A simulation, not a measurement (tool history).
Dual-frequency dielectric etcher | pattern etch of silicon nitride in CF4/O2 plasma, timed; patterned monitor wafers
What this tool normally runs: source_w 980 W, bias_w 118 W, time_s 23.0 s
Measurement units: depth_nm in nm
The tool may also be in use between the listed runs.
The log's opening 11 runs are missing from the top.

run,hour,source_w,bias_w,time_s,"read-back reference wafer on the same gauge, depth_nm",depth_nm
12,345.7,860,118,23.0,61.7,63.6
# hour 412.0: upper electrode replaced
# hour 418.8: gauge calibrated
# hour 437.7: wet clean of the chamber
13,438.6,860,118,23.0,61.8,66.2
# hour 453.3: bias power generator calibrated
14,453.8,980,132,20.5,61.8,66.1
15,468.6,790,108,19.0,61.6,50.7
16,492.5,980,118,23.0,61.7,71.4
17,515.7,1100,110,23.0,61.8,76.5
18,612.9,810,88,28.0,61.9,70.6
19,641.9,840,118,17.5,61.9,49.1
20,655.7,880,135,17.0,61.9,50.0
21,685.1,980,106,18.0,61.9,53.9
22,722.3,1070,136,23.0,61.8,76.7
# hour 731.7: source power generator calibrated
23,747.8,910,131,21.0,61.8,62.3
24,774.8,980,118,23.0,61.8,69.6
25,802.1,980,101,23.0,61.9,67.0
26,837.9,1160,118,28.0,61.8,93.3
# hour 878.6: wet clean of the chamber
27,879.1,1040,102,18.0,61.8,56.1
28,896.3,980,118,20.0,61.8,62.5
29,926.3,980,118,18.5,61.8,57.7
30,1004.1,980,98,23.0,61.6,68.2

Branching from run 30: 4 alternative next runs. What would each branch give?
A,1004.5,980,90,23.0,?,?
B,1004.5,980,118,27.0,?,?
C,1004.5,980,118,29.5,?,?
D,1004.5,980,93,23.0,?,?

run,"read-back reference wafer on the same gauge, depth_nm",depth_nm
A,62.0,67.2
B,62.0,84.2
C,62.0,92.0
D,62.0,67.7
What these runs would have given with no unlogged condition in the tool:
run,depth_nm
A,67.9
B,85.1
C,93.0
D,68.4

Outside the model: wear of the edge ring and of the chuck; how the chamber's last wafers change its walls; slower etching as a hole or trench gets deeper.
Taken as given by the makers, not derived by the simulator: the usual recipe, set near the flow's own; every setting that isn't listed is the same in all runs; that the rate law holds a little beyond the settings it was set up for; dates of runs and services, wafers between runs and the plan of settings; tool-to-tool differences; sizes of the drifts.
